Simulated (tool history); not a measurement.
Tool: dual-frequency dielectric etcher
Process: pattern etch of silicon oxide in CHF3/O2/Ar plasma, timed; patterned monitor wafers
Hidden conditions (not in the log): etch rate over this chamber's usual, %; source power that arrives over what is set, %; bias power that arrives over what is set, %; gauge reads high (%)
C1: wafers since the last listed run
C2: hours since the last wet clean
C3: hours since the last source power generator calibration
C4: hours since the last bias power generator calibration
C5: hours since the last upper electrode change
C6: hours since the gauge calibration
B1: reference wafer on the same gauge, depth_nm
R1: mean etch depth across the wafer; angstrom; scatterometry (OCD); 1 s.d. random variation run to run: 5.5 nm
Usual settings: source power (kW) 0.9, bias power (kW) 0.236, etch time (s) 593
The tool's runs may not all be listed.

Run 1, hour 0: usual settings; C1 0; C2 73.5; C3 1337; C4 4719.9; C5 3286.7; C6 830.9; B1 1422.3. Result: R1 13230 angstrom.
Run 2, hour 47.6: usual settings; C1 193; C2 121.1; C3 1384.6; C4 4767.5; C5 3334.3; C6 878.5; B1 1422.3. Result: R1 13383 angstrom.
Run 3, hour 73.7: usual settings but bias power (kW) 0.252; C1 106; C2 147.2; C3 1410.7; C4 4793.6; C5 3360.4; C6 904.6; B1 1420.3. Result: R1 13733 angstrom.
Run 4, hour 122.1: usual settings but bias power (kW) 0.252; C1 197; C2 195.6; C3 1459.1; C4 4842; C5 3408.8; C6 953; B1 1417.1. Result: R1 14019 angstrom.
Run 5, hour 165: usual settings but bias power (kW) 0.252; C1 174; C2 238.5; C3 1502; C4 4884.9; C5 3451.7; C6 995.9; B1 1421.4. Result: R1 13921 angstrom.
Run 6, hour 213.6: usual settings but source power (kW) 0.85, etch time (s) 655; C1 197; C2 287.1; C3 1550.6; C4 4933.5; C5 3500.3; C6 1044.5; B1 1420.6. Result: R1 14664 angstrom.
Run 7, hour 255.5: usual settings but source power (kW) 0.74; C1 170; C2 329; C3 1592.5; C4 4975.4; C5 3542.2; C6 1086.4; B1 1419.2. Result: R1 13027 angstrom.
Run 8, hour 306: usual settings but source power (kW) 0.74; C1 205; C2 379.5; C3 1643; C4 5025.9; C5 3592.7; C6 1136.9; B1 1417.3. Result: R1 13011 angstrom.
Run 9, hour 341: usual settings but source power (kW) 0.74; C1 142; C2 414.5; C3 1678; C4 5060.9; C5 3627.7; C6 1171.9; B1 1419.6. Result: R1 13059 angstrom.
At hour 384.6: wet clean of the chamber.
Run 10, hour 404.1: usual settings; C1 159; C2 19.5; C3 1741.1; C4 5124; C5 3690.8; C6 1235; B1 1422.4. Result: R1 13161 angstrom.
Run 11, hour 472.6: usual settings; C1 279; C2 88; C3 1809.6; C4 5192.5; C5 3759.3; C6 1303.5; B1 1418. Result: R1 13201 angstrom.
Run 12, hour 499.5: usual settings but source power (kW) 1.06; C1 109; C2 114.9; C3 1836.5; C4 5219.4; C5 3786.2; C6 1330.4; B1 1420. Result: R1 13795 angstrom.
At hour 527.5: source power generator calibrated.
Run 13, hour 546.6: usual settings but etch time (s) 686; C1 175; C2 162; C3 19.1; C4 5266.5; C5 3833.3; C6 1377.5; B1 1419.6. Result: R1 15522 angstrom.
At hour 567.8: gauge calibrated.
Run 14, hour 574.2: usual settings; C1 112; C2 189.6; C3 46.7; C4 5294.1; C5 3860.9; C6 6.4; B1 1420.5. Result: R1 13430 angstrom.
Run 15, hour 633: usual settings but source power (kW) 0.77; C1 239; C2 248.4; C3 105.5; C4 5352.9; C5 3919.7; C6 65.2; B1 1419.2. Result: R1 12856 angstrom.
At hour 659.9: bias power generator calibrated.
Run 16, hour 689: usual settings but bias power (kW) 0.186, etch time (s) 422; C1 211; C2 304.4; C3 161.5; C4 29.1; C5 3975.7; C6 121.2; B1 1420.9. Result: R1 8388 angstrom.
Run 17, hour 726.4: usual settings; C1 152; C2 341.8; C3 198.9; C4 66.5; C5 4013.1; C6 158.6; B1 1417.6. Result: R1 13573 angstrom.
Run 18, hour 751.6: usual settings but bias power (kW) 0.286, etch time (s) 712; C1 102; C2 367; C3 224.1; C4 91.7; C5 4038.3; C6 183.8; B1 1421.1. Result: R1 18055 angstrom.
At hour 796.6: upper electrode replaced.
Run 19, hour 797.1: usual settings but source power (kW) 0.77, bias power (kW) 0.2; C1 87; C2 412.5; C3 269.6; C4 137.2; C5 0.5; C6 229.3; B1 1419. Result: R1 12027 angstrom.
Run 20, hour 863.1: usual settings; C1 268; C2 478.5; C3 335.6; C4 203.2; C5 66.5; C6 295.3; B1 1420.3. Result: R1 13863 angstrom.
At hour 906.2: wet clean of the chamber.
Run 21, hour 1021.4: usual settings but source power (kW) 0.85, etch time (s) 655; C1 547; C2 115.2; C3 493.9; C4 361.5; C5 224.8; C6 453.6; B1 1418.9. Result: R1 14464 angstrom.
Run 22, hour 1075.8: usual settings but source power (kW) 1.06; C1 221; C2 169.6; C3 548.3; C4 415.9; C5 279.2; C6 508; B1 1418.8. Result: R1 14042 angstrom.
Run 23, hour 1119.4: usual settings but etch time (s) 648.5; C1 177; C2 213.2; C3 591.9; C4 459.5; C5 322.8; C6 551.6; B1 1418.5. Result: R1 14834 angstrom.
Run 24, hour 1184.1: usual settings but bias power (kW) 0.262; C1 263; C2 277.9; C3 656.6; C4 524.2; C5 387.5; C6 616.3; B1 1419.1. Result: R1 14213 angstrom.

Exercise: give the hidden state of the tool at every run:
source power that arrives over what is set, %: 0 at every run
bias power that arrives over what is set, %: 0 at every run
gauge reads high (%): 0 at every run
H1: etch rate over this chamber's usual, %
run      H1
  1   0.895
  2    1.43
  3    1.72
  4    2.26
  5    2.73
  6    3.28
  7    3.74
  8    4.31
  9     4.7
 10  0.0232
 11   0.787
 12    1.09
 13    1.61
 14    1.92
 15    2.57
 16     3.2
 17    3.61
 18     3.9
 19     4.4
 20    5.14
 21    1.17
 22    1.78
 23    2.26
 24    2.98
